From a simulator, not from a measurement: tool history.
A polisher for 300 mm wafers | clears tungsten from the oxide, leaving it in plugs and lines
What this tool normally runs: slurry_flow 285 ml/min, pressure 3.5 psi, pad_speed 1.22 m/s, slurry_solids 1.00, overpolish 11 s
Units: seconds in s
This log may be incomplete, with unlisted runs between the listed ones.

| run | hour | slurry_flow | pressure | pad_speed | slurry_solids | overpolish | wafers since the last listed run | wafers polished on this pad | hours since the slurry nozzle was cleaned | hours since the head pressure was calibrated | hours since the slurry blender was calibrated | hours since the slurry got fresh peroxide | incoming thickness of the incoming film, nm | seconds |
|---|---|---|---|---|---|---|---|---|---|---|---|---|---|---|
| 1 | 0.0 | 285 | 3.5 | 1.04 | 1.00 | 11 | 0 | 1960 | 191.6 | 565.6 | 2.3 | 147.3 | 375.2 | 83.3 |
| 2 | 95.0 | 285 | 3.5 | 1.04 | 1.00 | 11 | 809 | 2769 | 286.6 | 660.6 | 97.3 | 242.3 | 375.6 | 86.3 |
|  | 321.1 | worn pad replaced by a new one |
|  | 331.4 | slurry nozzle cleaned |
| 3 | 399.6 | 285 | 3.5 | 1.22 | 1.00 | 11 | 2552 | 659 | 68.2 | 965.2 | 401.9 | 546.9 | 372.1 | 70.7 |
|  | 421.0 | head pressure recalibrated |
|  | 430.0 | slurry tank refilled with fresh slurry and peroxide |
| 4 | 464.7 | 285 | 3.5 | 1.22 | 1.00 | 11 | 529 | 1188 | 133.3 | 43.7 | 467.0 | 34.7 | 375.3 | 66.9 |
|  | 542.8 | slurry blender recalibrated |
| 5 | 549.5 | 285 | 3.5 | 1.22 | 1.00 | 11 | 705 | 1894 | 218.1 | 128.5 | 6.7 | 119.5 | 373.7 | 66.8 |
| 6 | 617.2 | 285 | 3.5 | 1.22 | 1.00 | 11 | 576 | 2471 | 285.8 | 196.2 | 74.4 | 187.2 | 382.3 | 69.0 |
| 7 | 690.1 | 285 | 3.5 | 1.22 | 1.00 | 11 | 621 | 3092 | 358.7 | 269.1 | 147.3 | 260.1 | 374.5 | 70.1 |
| 8 | 771.6 | 285 | 4.3 | 1.50 | 1.00 | 11 | 694 | 3786 | 440.2 | 350.6 | 228.8 | 341.6 | 374.8 | 49.4 |
| 9 | 847.4 | 285 | 4.3 | 1.50 | 1.00 | 11 | 645 | 4432 | 516.0 | 426.4 | 304.6 | 417.4 | 373.8 | 51.0 |
|  | 854.9 | worn pad replaced by a new one |
| 10 | 885.9 | 285 | 4.3 | 1.50 | 1.00 | 11 | 293 | 264 | 554.5 | 464.9 | 343.1 | 455.9 | 373.4 | 46.9 |
|  | 891.0 | slurry tank refilled with fresh slurry and peroxide |
|  | 929.5 | slurry nozzle cleaned |
| 11 | 992.5 | 245 | 3.5 | 1.22 | 1.00 | 11 | 891 | 1155 | 63.0 | 571.5 | 449.7 | 101.5 | 371.8 | 69.2 |
|  | 1030.0 | slurry blender recalibrated |
| 12 | 1037.3 | 365 | 3.5 | 1.22 | 1.25 | 11 | 364 | 1520 | 107.8 | 616.3 | 7.3 | 146.3 | 371.4 | 62.8 |
| 13 | 1126.2 | 285 | 3.5 | 1.22 | 0.90 | 11 | 757 | 2277 | 196.7 | 705.2 | 96.2 | 235.2 | 371.6 | 71.9 |
| 14 | 1200.8 | 285 | 4.3 | 1.50 | 1.00 | 11 | 635 | 2913 | 271.3 | 779.8 | 170.8 | 309.8 | 375.1 | 50.5 |
| 15 | 1252.5 | 285 | 3.5 | 1.22 | 1.00 | 11 | 440 | 3353 | 323.0 | 831.5 | 222.5 | 361.5 | 378.6 | 73.5 |
|  | 1304.2 | worn pad replaced by a new one |
| 16 | 1322.6 | 285 | 3.5 | 1.22 | 0.80 | 11 | 563 | 156 | 393.1 | 901.6 | 292.6 | 431.6 | 375.0 | 73.0 |
| 17 | 1363.6 | 285 | 3.5 | 1.22 | 1.00 | 11 | 349 | 505 | 434.1 | 942.6 | 333.6 | 472.6 | 374.1 | 68.9 |
| 18 | 1416.4 | 285 | 3.0 | 1.22 | 0.90 | 11 | 449 | 955 | 486.9 | 995.4 | 386.4 | 525.4 | 381.5 | 82.9 |
|  | 1449.1 | slurry tank refilled with fresh slurry and peroxide |
|  | 1463.7 | head pressure recalibrated |
|  | 1482.3 | slurry nozzle cleaned |
| 19 | 1515.7 | 195 | 4.0 | 1.22 | 1.20 | 8 | 811 | 1767 | 33.4 | 52.0 | 485.7 | 66.6 | 375.1 | 60.1 |
|  | 1548.3 | slurry blender recalibrated |
| 20 | 1584.8 | 285 | 3.0 | 1.22 | 0.90 | 11 | 571 | 2339 | 102.5 | 121.1 | 36.5 | 135.7 | 370.1 | 75.8 |
| 21 | 1622.8 | 285 | 3.0 | 1.10 | 1.25 | 5 | 323 | 2662 | 140.5 | 159.1 | 74.5 | 173.7 | 368.1 | 76.4 |
| 22 | 1728.2 | 285 | 3.5 | 1.22 | 1.15 | 8 | 897 | 3560 | 245.9 | 264.5 | 179.9 | 279.1 | 377.6 | 66.0 |
|  | 1809.5 | worn pad replaced by a new one |
| 23 | 1888.5 | 285 | 3.8 | 1.40 | 1.00 | 5 | 1331 | 672 | 406.2 | 424.8 | 340.2 | 439.4 | 376.7 | 54.9 |
| 24 | 1970.2 | 285 | 4.2 | 1.22 | 1.00 | 11 | 696 | 1369 | 487.9 | 506.5 | 421.9 | 521.1 | 368.3 | 58.4 |
|  | 2002.0 | slurry tank refilled with fresh slurry and peroxide |
| 25 | 2025.5 | 350 | 3.5 | 1.22 | 1.00 | 11 | 462 | 1831 | 543.2 | 561.8 | 477.2 | 23.5 | 371.4 | 66.6 |
|  | 2031.1 | slurry blender recalibrated |
| 26 | 2074.4 | 285 | 3.5 | 1.22 | 1.00 | 11 | 399 | 2231 | 592.1 | 610.7 | 43.3 | 72.4 | 382.1 | 71.7 |
|  | 2135.1 | slurry nozzle cleaned |
| 27 | 2160.5 | 285 | 2.6 | 1.22 | 1.25 | 11 | 724 | 2956 | 25.4 | 696.8 | 129.4 | 158.5 | 377.3 | 81.7 |

How would selected steps in seconds from run to run divide? Give the signed amount a tool lacking its hidden state would still show from settings, what came in and random variation, and the signed amount left for the hidden state, including any gauge scatter that is not in both of the compared results.
The hidden state here: removal rate lost through wear of the pad, %; slurry flow missing at the pad, %; deviation of the head's pressure from its setpoint, %; abrasive missing from the slurry, %; peroxide lost from the slurry, %.
Run 3 -> 4: head pressure recalibrated, slurry tank refilled with fresh slurry and peroxide. seconds -3.8 s: hidden state -5.4, all else +1.6.
Run 14 -> 15: pressure 4.3 -> 3.5, pad_speed 1.50 -> 1.22. seconds +23.0 s: hidden state +3.4, all else +19.6.
Run 18 -> 19: slurry_flow 285 -> 195, pressure 3.0 -> 4.0, slurry_solids 0.90 -> 1.20, overpolish 11 -> 8, slurry tank refilled with fresh slurry and peroxide, head pressure recalibrated, slurry nozzle cleaned. seconds -22.8 s: hidden state -5.4, all else -17.4.
